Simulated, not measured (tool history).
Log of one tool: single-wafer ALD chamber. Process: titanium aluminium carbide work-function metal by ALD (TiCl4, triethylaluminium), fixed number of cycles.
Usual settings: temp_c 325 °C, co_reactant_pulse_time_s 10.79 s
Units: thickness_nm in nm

run    hour  temp_c  co_reactant_pulse_time_s  read-back reference wafer on the same gauge, thickness_nm  thickness_nm
  1       0     325                     10.79                                                      1.917         2.043
  2    65.4     325                     10.79                                                      1.918         2.035
  3   109.8     325                     10.79                                                      1.922         2.053
  4   198.7     316                     10.79                                                       1.92         1.962
  5   276.4     316                     10.79                                                      1.919         1.965
  6     368     316                     10.79                                                      1.921         1.957
  7   441.8     319                     10.79                                                      1.919         1.993
  8   539.9     319                     10.79                                                      1.921         1.989
  9   587.7     321                      8.46                                                      1.918         1.947
 10   675.2     321                      8.46                                                       1.92         1.943
 11   774.2     321                      8.46                                                      1.921          1.95
 12     870     316                     13.52                                                      1.918         1.989
      884.2  -- triethylaluminium bottle replaced
 13   935.2     316                     13.52                                                       1.92         1.994
 14   995.9     325                      8.08                                                      1.919          1.98
 15  1081.2     325                      8.08                                                      1.921         1.963
     1170.9  -- thermocouple changed; heater temperature recalibrated
 16    1176     329                     14.97                                                      1.921         2.125
 17  1231.4     325                     10.79                                                       1.92         2.051
 18  1336.4     330                     13.39                                                      1.919         2.117
 19  1443.7     325                     10.79                                                       1.92         2.052
 20  1534.4     325                     10.79                                                       1.92         2.036

The next listed run, before its measurement:
 21  1583.4     331                      12.6                                                          ?             ?

read-back reference wafer on the same gauge, thickness_nm: 1.92
thickness_nm: 2.124 nm
Without the tool's hidden state the same run would have given thickness_nm 2.124 nm.
